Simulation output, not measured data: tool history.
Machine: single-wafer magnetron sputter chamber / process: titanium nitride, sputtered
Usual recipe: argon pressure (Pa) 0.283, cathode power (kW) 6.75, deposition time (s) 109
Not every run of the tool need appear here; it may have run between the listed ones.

run	hour	argon pressure (Pa)	cathode power (kW)	deposition time (s)	read-back reference wafer on the same gauge, thickness_nm	mean film thickness on the monitor wafer (angstrom)
1	0	0.283	6.75	109	144.067	1337.75
2	6.8	0.283	6.75	109	143.983	1328.97
3	20.7	0.283	6.75	109	144.02	1328.96
4	27.3	0.283	6.75	109	143.989	1331.28
5	37.5	0.283	6.75	109	144.17	1327.4
6	55.1	0.283	6.75	109	143.938	1324.99
7	72.9	0.283	6.75	109	143.907	1328.89
# hour 73.7: gauge calibrated
8	83.5	0.283	6.75	109	144	1337.34
9	96.7	0.283	6.75	109	144.064	1330.2
10	112.7	0.283	6.75	109	143.97	1329.91
11	119.9	0.283	6.75	109	143.88	1329.65
12	132.5	0.283	6.75	109	144.049	1332.6
13	144.3	0.283	6.75	109	144.048	1330.6
14	159.9	0.283	6.75	109	143.971	1329.82
# hour 191: capacitance manometer re-zeroed and calibrated
# hour 196.3: magnet pack replaced
# hour 200.2: sputter target and shields replaced
15	201.6	0.283	6.75	109	143.87	1330.21
16	216.4	0.283	6.75	109	143.824	1326.4
17	222.4	0.283	6.75	109	144.044	1327.99
18	238.6	0.176	5.9	95	143.802	1127.77
19	253.2	0.242	6.75	130	143.941	1638.74
20	268.7	0.209	8.35	102	144.055	1534.79
21	282.6	0.253	6.75	121	143.919	1504.12
22	289.3	0.377	7.55	124	143.833	1551.23
23	306.9	0.171	8.15	109	143.884	1662.23
# hour 308.3: gauge calibrated
24	339	0.231	7.35	94	143.984	1262.04
25	350.5	0.377	7.45	92	144.005	1142.93
26	360.6	0.283	6.75	109	143.926	1332.92
27	371.6	0.283	6.75	109	143.918	1322.58
28	386.2	0.351	6.75	109	143.993	1272.91
29	392.4	0.378	5.75	98	143.866	996.43
30	400.7	0.283	6.75	109	144.021	1329.33
31	416.3	0.35	6.75	127	144.111	1485.14
32	423.6	0.352	6.75	109	144.023	1267.37
33	434.9	0.283	7.8	95	144.129	1295.74
34	446.1	0.283	6.75	109	143.988	1325.73

Consider 4 possible next runs. They are alternatives, not a sequence: every one starts from the tool as it was left by run 34. What does each give?
A	446.5	0.283	6.75	93	?	?
B	446.5	0.283	8.4	121	?	?
C	446.5	0.183	7.4	99	?	?
D	446.5	0.351	7.55	122	?	?

run	read-back reference wafer on the same gauge, thickness_nm	mean film thickness on the monitor wafer (angstrom)
A	143.891	1132.2
B	143.891	1747.83
C	143.891	1379.83
D	143.891	1551.48
The same runs, with their run-to-run variation unchanged, on a tool lacking any hidden condition would have given:
run	mean film thickness on the monitor wafer (angstrom)
A	1132.2
B	1747.83
C	1379.83
D	1551.48
